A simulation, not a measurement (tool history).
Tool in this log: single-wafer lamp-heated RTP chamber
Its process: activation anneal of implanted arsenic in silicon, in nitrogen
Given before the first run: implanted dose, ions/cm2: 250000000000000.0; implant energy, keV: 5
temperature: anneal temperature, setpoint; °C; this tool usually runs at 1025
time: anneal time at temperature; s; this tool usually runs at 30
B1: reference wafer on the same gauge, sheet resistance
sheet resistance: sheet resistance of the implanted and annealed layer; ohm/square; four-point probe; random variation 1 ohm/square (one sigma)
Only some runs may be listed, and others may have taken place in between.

{"run": 1, "hour": 0.0, "temperature": 1025, "time": 30, "B1": 362.72, "sheet resistance": 328.6}
{"run": 2, "hour": 22.8, "temperature": 1025, "time": 30, "B1": 363.09, "sheet resistance": 329.03}
{"run": 3, "hour": 52.4, "temperature": 1025, "time": 30, "B1": 362.81, "sheet resistance": 328.11}
{"run": 4, "hour": 64.6, "temperature": 1025, "time": 30, "B1": 362.87, "sheet resistance": 327.82}
{"run": 5, "hour": 95.5, "temperature": 1025, "time": 30, "B1": 363.1, "sheet resistance": 327.62}
{"run": 6, "hour": 111.3, "temperature": 1025, "time": 30, "B1": 363.47, "sheet resistance": 326.91}
{"run": 7, "hour": 131.8, "temperature": 1025, "time": 30, "B1": 363.05, "sheet resistance": 327.77}
{"run": 8, "hour": 165.2, "temperature": 1025, "time": 30, "B1": 362.51, "sheet resistance": 324.95}
{"run": 9, "hour": 192.8, "temperature": 1025, "time": 30, "B1": 362.64, "sheet resistance": 325.86}
{"hour": 205.3, "done": "pyrometer window cleaned and pyrometer calibrated"}
{"run": 10, "hour": 211.4, "temperature": 1025, "time": 30, "B1": 363.45, "sheet resistance": 329.93}
{"run": 11, "hour": 244.8, "temperature": 1025, "time": 30, "B1": 362.61, "sheet resistance": 330.74}
{"hour": 265.2, "done": "reflector plate cleaned"}
{"run": 12, "hour": 266.4, "temperature": 1025, "time": 30, "B1": 362.61, "sheet resistance": 328.43}
{"run": 13, "hour": 298.8, "temperature": 1025, "time": 30, "B1": 363.1, "sheet resistance": 327.96}
{"run": 14, "hour": 311.0, "temperature": 1025, "time": 30, "B1": 363.06, "sheet resistance": 327.78}
{"run": 15, "hour": 334.0, "temperature": 1025, "time": 30, "B1": 363.38, "sheet resistance": 327.3}
{"run": 16, "hour": 362.7, "temperature": 1025, "time": 26, "B1": 363.04, "sheet resistance": 328.62}
{"run": 17, "hour": 391.2, "temperature": 1025, "time": 18, "B1": 362.93, "sheet resistance": 336.91}
{"run": 18, "hour": 409.6, "temperature": 1036, "time": 43, "B1": 362.82, "sheet resistance": 312.73}
{"run": 19, "hour": 440.0, "temperature": 1052, "time": 44, "B1": 363.52, "sheet resistance": 304.24}
{"hour": 462.0, "done": "pyrometer window cleaned and pyrometer calibrated"}
{"run": 20, "hour": 538.2, "temperature": 1012, "time": 35, "B1": 362.32, "sheet resistance": 332.54}
{"run": 21, "hour": 555.9, "temperature": 1025, "time": 30, "B1": 363.45, "sheet resistance": 328.45}
{"run": 22, "hour": 581.6, "temperature": 1012, "time": 36, "B1": 362.9, "sheet resistance": 329.75}
{"hour": 607.5, "done": "reflector plate cleaned"}
{"run": 23, "hour": 608.0, "temperature": 1049, "time": 47, "B1": 363.39, "sheet resistance": 305.87}
{"run": 24, "hour": 633.4, "temperature": 1025, "time": 30, "B1": 362.63, "sheet resistance": 328.77}
{"run": 25, "hour": 657.2, "temperature": 1040, "time": 39, "B1": 363.38, "sheet resistance": 312.19}
{"hour": 667.7, "done": "gauge calibrated"}
{"hour": 722.0, "done": "pyrometer window cleaned and pyrometer calibrated"}
{"run": 26, "hour": 753.8, "temperature": 1034, "time": 24, "B1": 362.94, "sheet resistance": 329.98}
{"run": 27, "hour": 844.6, "temperature": 1005, "time": 41, "B1": 363.19, "sheet resistance": 331.58}
{"run": 28, "hour": 858.3, "temperature": 1025, "time": 30, "B1": 362.85, "sheet resistance": 326.52}
{"run": 29, "hour": 893.9, "temperature": 1025, "time": 30, "B1": 362.41, "sheet resistance": 326.68}
{"hour": 903.5, "done": "reflector plate cleaned"}
{"run": 30, "hour": 960.2, "temperature": 1025, "time": 30, "B1": 363.47, "sheet resistance": 325.26}
{"hour": 991.1, "done": "pyrometer window cleaned and pyrometer calibrated"}
{"run": 31, "hour": 991.6, "temperature": 1012, "time": 22, "B1": 363.11, "sheet resistance": 341.13}
{"run": 32, "hour": 1017.1, "temperature": 1025, "time": 47, "B1": 362.92, "sheet resistance": 321.16}

Branching from run 32: 3 alternative next runs. What would each branch give?
{"run": "A", "hour": 1017.5, "temperature": 1041, "time": 30, "B1": "?", "sheet resistance": "?"}
{"run": "B", "hour": 1017.5, "temperature": 1002, "time": 40, "B1": "?", "sheet resistance": "?"}
{"run": "C", "hour": 1017.5, "temperature": 1054, "time": 40, "B1": "?", "sheet resistance": "?"}

run=A B1=363.01 sheet_resistance=321.83
run=B B1=363.01 sheet_resistance=334.58
run=C B1=363.01 sheet_resistance=309.78
With no hidden state in the tool, these same runs would have given:
run=A sheet_resistance=322.54
run=B sheet_resistance=335.33
run=C sheet_resistance=310.52

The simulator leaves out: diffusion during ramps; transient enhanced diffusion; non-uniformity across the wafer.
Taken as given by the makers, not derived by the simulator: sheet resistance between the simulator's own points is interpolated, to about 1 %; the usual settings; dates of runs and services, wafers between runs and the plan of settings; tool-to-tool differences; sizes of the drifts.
